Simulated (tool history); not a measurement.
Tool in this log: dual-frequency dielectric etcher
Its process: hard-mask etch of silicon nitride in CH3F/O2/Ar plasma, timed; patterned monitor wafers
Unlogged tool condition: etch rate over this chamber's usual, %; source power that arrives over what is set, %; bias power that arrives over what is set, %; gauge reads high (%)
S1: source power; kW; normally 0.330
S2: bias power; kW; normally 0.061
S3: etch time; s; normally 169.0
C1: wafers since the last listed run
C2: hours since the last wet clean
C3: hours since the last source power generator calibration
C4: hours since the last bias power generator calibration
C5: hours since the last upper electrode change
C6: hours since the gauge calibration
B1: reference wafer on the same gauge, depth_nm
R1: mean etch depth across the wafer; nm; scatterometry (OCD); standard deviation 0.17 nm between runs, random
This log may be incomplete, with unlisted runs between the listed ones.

run 1 hour=0.0 | S1=0.330 S2=0.061 S3=169.0 | C1=0 C2=143.1 C3=1350.0 C4=1849.8 C5=2005.2 C6=80.4 | B1=97.2 | R1=96.1
run 2 hour=26.2 | S1=0.330 S2=0.061 S3=169.0 | C1=224 C2=169.3 C3=1376.2 C4=1876.0 C5=2031.4 C6=106.6 | B1=97.3 | R1=95.6
run 3 hour=61.2 | S1=0.330 S2=0.061 S3=169.0 | C1=300 C2=204.3 C3=1411.2 C4=1911.0 C5=2066.4 C6=141.6 | B1=97.3 | R1=95.7
run 4 hour=76.6 | S1=0.330 S2=0.061 S3=169.0 | C1=132 C2=219.7 C3=1426.6 C4=1926.4 C5=2081.8 C6=157.0 | B1=97.2 | R1=95.5
-- hour=190.4 upper electrode replaced
run 5 hour=190.9 | S1=0.330 S2=0.061 S3=169.0 | C1=774 C2=334.0 C3=1540.9 C4=2040.7 C5=0.5 C6=271.3 | B1=97.2 | R1=94.8
-- hour=212.2 source power generator calibrated
run 6 hour=216.4 | S1=0.330 S2=0.051 S3=192.5 | C1=184 C2=359.5 C3=4.2 C4=2066.2 C5=26.0 C6=296.8 | B1=97.2 | R1=103.4
-- hour=234.1 gauge calibrated
-- hour=244.1 wet clean of the chamber
run 7 hour=244.6 | S1=0.330 S2=0.051 S3=192.5 | C1=36 C2=0.5 C3=32.4 C4=2094.4 C5=54.2 C6=10.5 | B1=97.2 | R1=104.7
run 8 hour=258.8 | S1=0.330 S2=0.051 S3=192.5 | C1=121 C2=14.7 C3=46.6 C4=2108.6 C5=68.4 C6=24.7 | B1=97.2 | R1=104.7
run 9 hour=283.0 | S1=0.330 S2=0.072 S3=169.0 | C1=207 C2=38.9 C3=70.8 C4=2132.8 C5=92.6 C6=48.9 | B1=97.2 | R1=104.8
run 10 hour=296.5 | S1=0.330 S2=0.072 S3=169.0 | C1=115 C2=52.4 C3=84.3 C4=2146.3 C5=106.1 C6=62.4 | B1=97.2 | R1=104.7
run 11 hour=318.7 | S1=0.290 S2=0.047 S3=169.0 | C1=190 C2=74.6 C3=106.5 C4=2168.5 C5=128.3 C6=84.6 | B1=97.3 | R1=82.6
run 12 hour=344.1 | S1=0.330 S2=0.061 S3=169.0 | C1=217 C2=100.0 C3=131.9 C4=2193.9 C5=153.7 C6=110.0 | B1=97.1 | R1=97.9
-- hour=367.4 bias power generator calibrated
run 13 hour=368.7 | S1=0.330 S2=0.061 S3=169.0 | C1=176 C2=124.6 C3=156.5 C4=1.3 C5=178.3 C6=134.6 | B1=97.2 | R1=97.3
run 14 hour=394.3 | S1=0.330 S2=0.061 S3=169.0 | C1=219 C2=150.2 C3=182.1 C4=26.9 C5=203.9 C6=160.2 | B1=97.1 | R1=97.1
run 15 hour=414.1 | S1=0.380 S2=0.055 S3=126.5 | C1=169 C2=170.0 C3=201.9 C4=46.7 C5=223.7 C6=180.0 | B1=97.1 | R1=75.3
run 16 hour=442.1 | S1=0.330 S2=0.052 S3=169.0 | C1=240 C2=198.0 C3=229.9 C4=74.7 C5=251.7 C6=208.0 | B1=97.3 | R1=91.0
run 17 hour=469.4 | S1=0.360 S2=0.061 S3=169.0 | C1=234 C2=225.3 C3=257.2 C4=102.0 C5=279.0 C6=235.3 | B1=97.3 | R1=101.1
run 18 hour=501.4 | S1=0.360 S2=0.066 S3=183.5 | C1=274 C2=257.3 C3=289.2 C4=134.0 C5=311.0 C6=267.3 | B1=97.2 | R1=112.6
run 19 hour=518.4 | S1=0.290 S2=0.071 S3=169.0 | C1=145 C2=274.3 C3=306.2 C4=151.0 C5=328.0 C6=284.3 | B1=97.1 | R1=95.4
run 20 hour=541.9 | S1=0.300 S2=0.054 S3=131.0 | C1=201 C2=297.8 C3=329.7 C4=174.5 C5=351.5 C6=307.8 | B1=97.2 | R1=67.2
run 21 hour=565.0 | S1=0.370 S2=0.069 S3=169.0 | C1=198 C2=320.9 C3=352.8 C4=197.6 C5=374.6 C6=330.9 | B1=97.1 | R1=106.5

A few steps of R1 between consecutive runs. Split each: what settings, incoming material and random variation would produce without the hidden state, and what is left over for the hidden state, along with gauge scatter present in only one of the two compared results (measured, and without hidden state):
Run 5 -> 6: S2 0.061 -> 0.051, S3 169.0 -> 192.5, source power generator calibrated. R1 +8.6 nm: hidden state +2.0, all else +6.6.
Run 6 -> 7: gauge calibrated, wet clean of the chamber. R1 +1.3 nm: hidden state +1.6, all else -0.3.
Run 19 -> 20: S1 0.290 -> 0.300, S2 0.071 -> 0.054, S3 169.0 -> 131.0. R1 -28.2 nm: hidden state +0.6, all else -28.8.
Run 20 -> 21: S1 0.300 -> 0.370, S2 0.054 -> 0.069, S3 131.0 -> 169.0. R1 +39.3 nm: hidden state -1.4, all else +40.7.
